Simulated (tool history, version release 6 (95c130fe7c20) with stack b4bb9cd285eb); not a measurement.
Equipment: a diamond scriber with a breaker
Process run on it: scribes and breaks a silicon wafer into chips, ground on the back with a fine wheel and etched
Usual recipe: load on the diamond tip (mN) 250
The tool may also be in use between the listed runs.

run,hour,load on the diamond tip (mN),"incoming depth of the damage left on the back of the incoming wafer, um",depth of the median crack under the scribed line (um),chips rejected at inspection after the break (%)
1,0.0,250,0.47,7.22,0.76
2,20.0,250,0.58,6.95,0.72
3,53.4,250,0.56,7.05,0.75
4,71.5,206,0.41,6.47,2.72
5,94.5,206,0.53,6.40,2.27
6,130.4,196,0.38,6.20,3.24
7,165.0,250,0.34,7.11,0.66
8,184.0,215,0.69,6.64,2.01
9,204.0,250,0.42,7.01,0.76
10,216.2,250,0.66,7.03,0.88
11,246.3,250,0.46,7.00,0.86
# hour 275.8: diamond tip replaced by a new one
12,276.3,250,0.36,7.03,0.77
13,301.6,226,0.72,6.51,1.42
14,331.1,226,0.49,6.67,1.86
15,344.6,275,0.55,7.25,0.55
16,379.9,275,0.65,7.23,0.66
17,414.4,235,0.42,6.80,1.31
18,426.5,176,0.60,5.80,6.19
19,448.9,176,0.67,5.83,6.79
20,473.6,182,0.53,5.93,5.42
21,508.7,250,0.69,6.91,1.18
# hour 531.0: diamond tip replaced by a new one
22,537.2,277,0.63,7.31,0.63
# hour 548.9: load on the tip recalibrated
23,557.2,319,0.79,7.49,0.64
24,572.1,250,0.61,6.59,1.75
25,595.1,273,0.77,6.89,1.11
26,620.5,321,0.44,7.66,0.64
27,637.7,320,0.78,7.51,0.66
28,666.9,250,0.49,6.72,1.43
# hour 691.2: load on the tip recalibrated, repeated, since the last time left the tool worse
29,693.8,319,0.53,8.29,2.21
30,728.0,191,0.42,6.41,2.42
31,744.6,184,0.48,6.21,3.15
32,776.2,284,0.41,7.69,1.08
# hour 807.9: diamond tip replaced by a new one
33,810.4,250,0.47,7.20,0.53
34,828.8,278,0.61,7.78,0.86
35,845.2,224,0.78,6.98,0.99

Hidden state or all else? Some run-to-run changes of depth of the median crack under the scribed line (um), split into what the settings, what came in and random variation would give without the hidden state, and what is left for the hidden state (with any gauge scatter that isn't in both results):
Unlogged tool condition in this case: share of the diamond tip's cutting effectiveness lost through wear, %; deviation of the load on the tip from its setpoint, %.
Run 22 -> 23: load on the diamond tip (mN) 277 -> 319, load on the tip recalibrated. depth of the median crack under the scribed line (um) +0.18: hidden state -0.32, all else +0.50.
Run 23 -> 24: load on the diamond tip (mN) 319 -> 250. depth of the median crack under the scribed line (um) -0.90: hidden state +0.10, all else -1.00.
Run 28 -> 29: load on the diamond tip (mN) 250 -> 319, load on the tip recalibrated, repeated, since the last time left the tool worse. depth of the median crack under the scribed line (um) +1.57: hidden state +0.75, all else +0.82.
Run 29 -> 30: load on the diamond tip (mN) 319 -> 191. depth of the median crack under the scribed line (um) -1.88: hidden state -0.01, all else -1.87.
Run 31 -> 32: load on the diamond tip (mN) 184 -> 284. depth of the median crack under the scribed line (um) +1.48: hidden state +0.00, all else +1.48.
